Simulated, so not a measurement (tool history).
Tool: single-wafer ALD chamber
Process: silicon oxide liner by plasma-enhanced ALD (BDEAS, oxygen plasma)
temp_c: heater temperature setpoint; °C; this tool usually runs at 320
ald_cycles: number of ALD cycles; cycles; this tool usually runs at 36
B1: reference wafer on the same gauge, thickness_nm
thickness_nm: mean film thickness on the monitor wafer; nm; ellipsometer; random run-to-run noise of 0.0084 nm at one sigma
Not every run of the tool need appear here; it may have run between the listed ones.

{"run": 1, "hour": 0.0, "temp_c": 320, "ald_cycles": 39, "B1": 2.733, "thickness_nm": 3.649}
{"run": 2, "hour": 20.8, "temp_c": 320, "ald_cycles": 39, "B1": 2.733, "thickness_nm": 3.639}
{"run": 3, "hour": 34.6, "temp_c": 320, "ald_cycles": 36, "B1": 2.733, "thickness_nm": 3.348}
{"run": 4, "hour": 64.9, "temp_c": 320, "ald_cycles": 36, "B1": 2.735, "thickness_nm": 3.363}
{"run": 5, "hour": 81.9, "temp_c": 320, "ald_cycles": 36, "B1": 2.737, "thickness_nm": 3.368}
{"run": 6, "hour": 101.9, "temp_c": 320, "ald_cycles": 36, "B1": 2.737, "thickness_nm": 3.354}
{"run": 7, "hour": 121.2, "temp_c": 320, "ald_cycles": 36, "B1": 2.737, "thickness_nm": 3.376}
{"run": 8, "hour": 133.6, "temp_c": 320, "ald_cycles": 36, "B1": 2.739, "thickness_nm": 3.372}
{"run": 9, "hour": 162.7, "temp_c": 320, "ald_cycles": 36, "B1": 2.739, "thickness_nm": 3.355}
{"run": 10, "hour": 181.9, "temp_c": 320, "ald_cycles": 36, "B1": 2.74, "thickness_nm": 3.369}
{"run": 11, "hour": 209.2, "temp_c": 320, "ald_cycles": 36, "B1": 2.74, "thickness_nm": 3.391}
{"run": 12, "hour": 238.8, "temp_c": 320, "ald_cycles": 36, "B1": 2.744, "thickness_nm": 3.386}
{"run": 13, "hour": 263.1, "temp_c": 320, "ald_cycles": 36, "B1": 2.746, "thickness_nm": 3.387}
{"run": 14, "hour": 282.8, "temp_c": 320, "ald_cycles": 36, "B1": 2.746, "thickness_nm": 3.384}
{"run": 15, "hour": 305.8, "temp_c": 320, "ald_cycles": 34, "B1": 2.747, "thickness_nm": 3.2}
{"run": 16, "hour": 337.4, "temp_c": 320, "ald_cycles": 34, "B1": 2.749, "thickness_nm": 3.203}
{"run": 17, "hour": 361.1, "temp_c": 320, "ald_cycles": 34, "B1": 2.751, "thickness_nm": 3.188}
{"run": 18, "hour": 390.7, "temp_c": 320, "ald_cycles": 40, "B1": 2.753, "thickness_nm": 3.774}
{"run": 19, "hour": 406.5, "temp_c": 320, "ald_cycles": 36, "B1": 2.755, "thickness_nm": 3.388}
{"run": 20, "hour": 432.4, "temp_c": 306, "ald_cycles": 40, "B1": 2.757, "thickness_nm": 3.853}
{"run": 21, "hour": 445.3, "temp_c": 335, "ald_cycles": 36, "B1": 2.759, "thickness_nm": 3.31}
{"run": 22, "hour": 475.6, "temp_c": 333, "ald_cycles": 36, "B1": 2.76, "thickness_nm": 3.321}
{"run": 23, "hour": 496.2, "temp_c": 316, "ald_cycles": 30, "B1": 2.762, "thickness_nm": 2.845}
{"run": 24, "hour": 530.5, "temp_c": 315, "ald_cycles": 36, "B1": 2.765, "thickness_nm": 3.433}
{"run": 25, "hour": 546.1, "temp_c": 320, "ald_cycles": 36, "B1": 2.767, "thickness_nm": 3.416}
{"run": 26, "hour": 559.2, "temp_c": 320, "ald_cycles": 39, "B1": 2.768, "thickness_nm": 3.708}
{"run": 27, "hour": 574.7, "temp_c": 328, "ald_cycles": 43, "B1": 2.77, "thickness_nm": 4.013}
{"hour": 600.3, "done": "thermocouple changed; heater temperature recalibrated"}
{"run": 28, "hour": 607.0, "temp_c": 311, "ald_cycles": 29, "B1": 2.772, "thickness_nm": 2.775}
{"run": 29, "hour": 635.6, "temp_c": 320, "ald_cycles": 36, "B1": 2.776, "thickness_nm": 3.402}
{"hour": 659.1, "done": "gauge calibrated"}
{"run": 30, "hour": 660.3, "temp_c": 305, "ald_cycles": 43, "B1": 2.734, "thickness_nm": 4.109}
{"run": 31, "hour": 688.0, "temp_c": 311, "ald_cycles": 29, "B1": 2.735, "thickness_nm": 2.75}
{"run": 32, "hour": 715.3, "temp_c": 312, "ald_cycles": 31, "B1": 2.734, "thickness_nm": 2.927}
{"run": 33, "hour": 745.3, "temp_c": 331, "ald_cycles": 32, "B1": 2.736, "thickness_nm": 2.955}
{"run": 34, "hour": 780.7, "temp_c": 313, "ald_cycles": 42, "B1": 2.733, "thickness_nm": 3.97}
{"run": 35, "hour": 806.7, "temp_c": 335, "ald_cycles": 36, "B1": 2.736, "thickness_nm": 3.285}
{"run": 36, "hour": 823.9, "temp_c": 305, "ald_cycles": 29, "B1": 2.735, "thickness_nm": 2.783}

Each row is a separate what-if for the run after 36, all from the same tool condition, not one after another. Results?
{"run": "A", "hour": 824.3, "temp_c": 320, "ald_cycles": 41, "B1": "?", "thickness_nm": "?"}
{"run": "B", "hour": 824.3, "temp_c": 312, "ald_cycles": 41, "B1": "?", "thickness_nm": "?"}
{"run": "C", "hour": 824.3, "temp_c": 331, "ald_cycles": 30, "B1": "?", "thickness_nm": "?"}

run=A B1=2.736 thickness_nm=3.822
run=B B1=2.736 thickness_nm=3.872
run=C B1=2.736 thickness_nm=2.746
The same runs, with their run-to-run variation unchanged, on a tool lacking any hidden condition would have given:
run=A thickness_nm=3.813
run=B thickness_nm=3.863
run=C thickness_nm=2.74
